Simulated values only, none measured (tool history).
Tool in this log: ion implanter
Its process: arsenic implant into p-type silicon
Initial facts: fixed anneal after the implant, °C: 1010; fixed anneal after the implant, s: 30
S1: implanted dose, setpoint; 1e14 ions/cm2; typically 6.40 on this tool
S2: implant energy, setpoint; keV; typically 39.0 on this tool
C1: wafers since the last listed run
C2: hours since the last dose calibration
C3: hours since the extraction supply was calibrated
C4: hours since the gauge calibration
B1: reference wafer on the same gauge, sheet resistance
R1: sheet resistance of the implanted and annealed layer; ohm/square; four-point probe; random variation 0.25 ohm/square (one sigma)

Run 1, hour 0.0: usual settings; C1 0; C2 810.6; C3 1946.6; C4 19.2; B1 192.02. Result: R1 162.59 ohm/square.
Run 2, hour 6.2: usual settings; C1 142; C2 816.8; C3 1952.8; C4 25.4; B1 192.04. Result: R1 162.36 ohm/square.
Run 3, hour 16.6: usual settings; C1 238; C2 827.2; C3 1963.2; C4 35.8; B1 192.02. Result: R1 162.18 ohm/square.
Run 4, hour 25.5: usual settings but S1 5.44 1e14 ions/cm2; C1 204; C2 836.1; C3 1972.1; C4 44.7; B1 191.97. Result: R1 183.91 ohm/square.
Run 5, hour 34.1: usual settings but S1 5.44 1e14 ions/cm2; C1 197; C2 844.7; C3 1980.7; C4 53.3; B1 192.09. Result: R1 183.13 ohm/square.
Run 6, hour 41.7: usual settings; C1 174; C2 852.3; C3 1988.3; C4 60.9; B1 192.05. Result: R1 161.69 ohm/square.
Run 7, hour 55.7: usual settings; C1 321; C2 866.3; C3 2002.3; C4 74.9; B1 192.05. Result: R1 161.71 ohm/square.
Run 8, hour 71.1: usual settings but S1 7.05 1e14 ions/cm2, S2 26.5 keV; C1 353; C2 881.7; C3 2017.7; C4 90.3; B1 192.02. Result: R1 160.25 ohm/square.
Run 9, hour 77.4: usual settings but S1 8.19 1e14 ions/cm2, S2 45.0 keV; C1 144; C2 888.0; C3 2024.0; C4 96.6; B1 192.01. Result: R1 131.45 ohm/square.
Run 10, hour 84.7: usual settings but S1 7.86 1e14 ions/cm2; C1 167; C2 895.3; C3 2031.3; C4 103.9; B1 192.00. Result: R1 138.44 ohm/square.
At hour 90.1: gauge calibrated.
At hour 94.6: extraction supply calibrated.
At hour 103.4: Faraday cup replaced and dose calibrated.
Run 11, hour 103.9: usual settings; C1 73; C2 0.5; C3 9.3; C4 13.8; B1 192.05. Result: R1 168.36 ohm/square.
Run 12, hour 114.6: usual settings but S1 4.66 1e14 ions/cm2; C1 245; C2 11.2; C3 20.0; C4 24.5; B1 192.02. Result: R1 214.48 ohm/square.
Run 13, hour 121.3: usual settings but S1 4.56 1e14 ions/cm2, S2 50.0 keV; C1 153; C2 17.9; C3 26.7; C4 31.2; B1 191.98. Result: R1 211.40 ohm/square.
Run 14, hour 134.8: usual settings but S1 7.98 1e14 ions/cm2, S2 50.5 keV; C1 309; C2 31.4; C3 40.2; C4 44.7; B1 192.07. Result: R1 137.16 ohm/square.

For each entry between runs, how does the tool's hidden state at the last listed run before it compare with that at the first listed run after it?
Runs 10 to 11: gauge calibrated (hour 90.1); extraction supply calibrated (hour 94.6); Faraday cup replaced and dose calibrated (hour 103.4)
  deviation of the true dose from the Faraday cup's reading, %: 5.87 -> -0.0196
  the result without the hidden state subtracted from the measured one, R1: -5.88 -> +0.03 ohm/square

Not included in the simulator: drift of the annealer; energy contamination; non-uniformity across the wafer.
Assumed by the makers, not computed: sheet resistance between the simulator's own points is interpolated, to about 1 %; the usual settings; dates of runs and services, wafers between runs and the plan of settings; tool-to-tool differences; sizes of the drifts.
